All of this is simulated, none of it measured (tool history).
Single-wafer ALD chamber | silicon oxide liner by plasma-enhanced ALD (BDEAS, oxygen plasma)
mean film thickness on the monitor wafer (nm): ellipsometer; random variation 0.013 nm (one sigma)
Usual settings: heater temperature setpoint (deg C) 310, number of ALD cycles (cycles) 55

run	hour	heater temperature setpoint (deg C)	number of ALD cycles (cycles)	read-back reference wafer on the same gauge, thickness_nm	mean film thickness on the monitor wafer (nm)
1	0	310	55	5.088	5.09
2	74.3	310	55	5.093	5.131
3	146.3	310	55	5.091	5.103
4	253.9	310	55	5.087	5.113
5	329.4	310	55	5.092	5.082
6	394.7	317	61	5.094	5.606
7	486.5	317	61	5.09	5.593
8	772.1	317	61	5.091	5.604
9	825.3	310	62	5.088	5.761
10	918.3	310	62	5.093	5.738
11	957.7	310	51	5.091	4.738
12	1252.2	310	51	5.092	4.722
13	1295.6	310	51	5.091	4.727
14	1352.8	317	55	5.087	5.05
15	1415.7	317	55	5.09	5.049
16	1452.8	310	58	5.095	5.383
17	1500.3	310	58	5.089	5.363
18	1578	310	58	5.091	5.388
19	1643.5	299	55	5.092	5.185
20	1707.6	299	55	5.089	5.197
21	1748.4	310	55	5.09	5.099
22	1817.6	317	55	5.091	5.046
23	1907	310	51	5.09	4.731
24	1995.2	301	47	5.091	4.401
25	2097.2	310	55	5.089	5.105
26	2203.3	321	45	5.088	4.113
27	2243.4	321	46	5.087	4.205
28	2306.2	321	47	5.091	4.287
29	2400.4	310	55	5.088	5.107
30	2497	310	55	5.093	5.106
31	2575.4	324	55	5.091	5.022
32	2632.8	297	51	5.091	4.821
33	2686.2	318	59	5.087	5.42
34	2772.9	320	55	5.091	5.029
35	2841.7	304	48	5.092	4.482
36	2943.9	296	47	5.087	4.454
37	3003	310	51	5.092	4.733
38	3092.5	322	64	5.088	5.85
39	3198.1	321	60	5.09	5.483
40	3245	310	51	5.091	4.735
41	3324.9	310	55	5.092	5.094

Not shown: 3 entries that the log had between the listed runs. Between which runs, and how does the tool's hidden state differ before and after?
Between runs 10 and 11: thermocouple changed; heater temperature recalibrated (hour 931.6)
  no hidden state differs between the two runs
Between runs 11 and 12: gauge calibrated (hour 1162.4)
  no hidden state differs between the two runs
Between runs 28 and 29: thermocouple changed; heater temperature recalibrated (hour 2370.4)
  no hidden state differs between the two runs
